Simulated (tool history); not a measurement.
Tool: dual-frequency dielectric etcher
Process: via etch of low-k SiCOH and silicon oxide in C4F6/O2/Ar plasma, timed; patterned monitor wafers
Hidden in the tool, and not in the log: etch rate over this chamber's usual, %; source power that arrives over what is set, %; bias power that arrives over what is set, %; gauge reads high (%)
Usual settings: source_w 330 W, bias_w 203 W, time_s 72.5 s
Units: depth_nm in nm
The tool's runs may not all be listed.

run,hour,source_w,bias_w,time_s,wafers since the last listed run,hours since the last wet clean,hours since the last source power generator calibration,hours since the last bias power generator calibration,hours since the last upper electrode change,hours since the gauge calibration,"read-back reference wafer on the same gauge, depth_nm",depth_nm
1,0,330,216,72.5,0,407.8,660.8,1498,1917.5,1659.9,213.2,188.4
2,62.2,350,203,72.5,525,470,723,1560.2,1979.7,1722.1,212.9,190.5
3,111,350,203,72.5,411,518.8,771.8,1609,2028.5,1770.9,212.3,192.2
4,160,330,203,72.5,413,567.8,820.8,1658,2077.5,1819.9,212.7,188.2
# hour 260.7: wet clean of the chamber
5,261.2,330,203,72.5,651,0.5,922,1759.2,2178.7,1921.1,213.1,176.5
6,316.6,330,203,72.5,467,55.9,977.4,1814.6,2234.1,1976.5,213,179.3
7,357.2,330,203,72.5,342,96.5,1018,1855.2,2274.7,2017.1,213.2,178.7
8,451.8,330,203,72.5,798,191.1,1112.6,1949.8,2369.3,2111.7,212.7,181.2
9,490.6,300,230,78.5,327,229.9,1151.4,1988.6,2408.1,2150.5,212.8,196.5
10,588.1,330,242,72.5,823,327.4,1248.9,2086.1,2505.6,2248,213.4,192.1
11,663.4,330,162,93.5,635,402.7,1324.2,2161.4,2580.9,2323.3,213,220.2
12,703.5,330,203,72.5,338,442.8,1364.3,2201.5,2621,2363.4,212.8,182.9
# hour 738.3: bias power generator calibrated
13,800.6,390,152,58,785,539.9,1461.4,62.3,2718.1,2460.5,213.2,144
14,888.4,360,174,61.5,741,627.7,1549.2,150.1,2805.9,2548.3,213,156.8
# hour 1027.8: wet clean of the chamber
# hour 1042.2: upper electrode replaced
15,1121.5,280,203,59.5,1643,93.7,1782.3,383.2,79.3,2781.4,212.9,138
# hour 1156.6: source power generator calibrated
16,1186.8,330,238,72.5,517,159,30.2,448.5,144.6,2846.7,213,190.3
17,1290,330,219,72.5,871,262.2,133.4,551.7,247.8,2949.9,213.5,185.4
18,1384.1,330,203,72.5,794,356.3,227.5,645.8,341.9,3044,213.2,183
# hour 1404.1: gauge calibrated
19,1491.8,330,243,53.5,909,464,335.2,753.5,449.6,87.7,213.4,145.3
# hour 1605: wet clean of the chamber
20,1605.5,280,203,53,757,0.5,448.9,867.2,563.3,201.4,213,121
21,1629.9,400,228,90,205,24.9,473.3,891.6,587.7,225.8,212.7,250.7
22,1796.3,270,203,79,1404,191.3,639.7,1058,754.1,392.2,213.2,180.8
23,1877.2,280,245,65.5,682,272.2,720.6,1138.9,835,473.1,213.1,165.3
24,1975.3,330,203,72.5,828,370.3,818.7,1237,933.1,571.2,212.9,183.6
25,2015.3,330,203,72.5,337,410.3,858.7,1277,973.1,611.2,213,183.9
26,2082.3,260,236,93,565,477.3,925.7,1344,1040.1,678.2,213,223.1
27,2157.8,330,203,80,637,552.8,1001.2,1419.5,1115.6,753.7,213.1,205.9
# hour 2187.7: wet clean of the chamber
28,2257.8,330,203,72.5,641,70.1,1101.2,1519.5,1215.6,853.7,213.2,180.7

Run 29 comes next. What will it give?
29,2321.9,330,203,91.5,541,134.2,1165.3,1583.6,1279.7,917.8,?,?

Run 29 gave read-back reference wafer on the same gauge, depth_nm 212.6, depth_nm 228.4 nm.
Without the tool's hidden state the same run would have given depth_nm 225.7 nm.
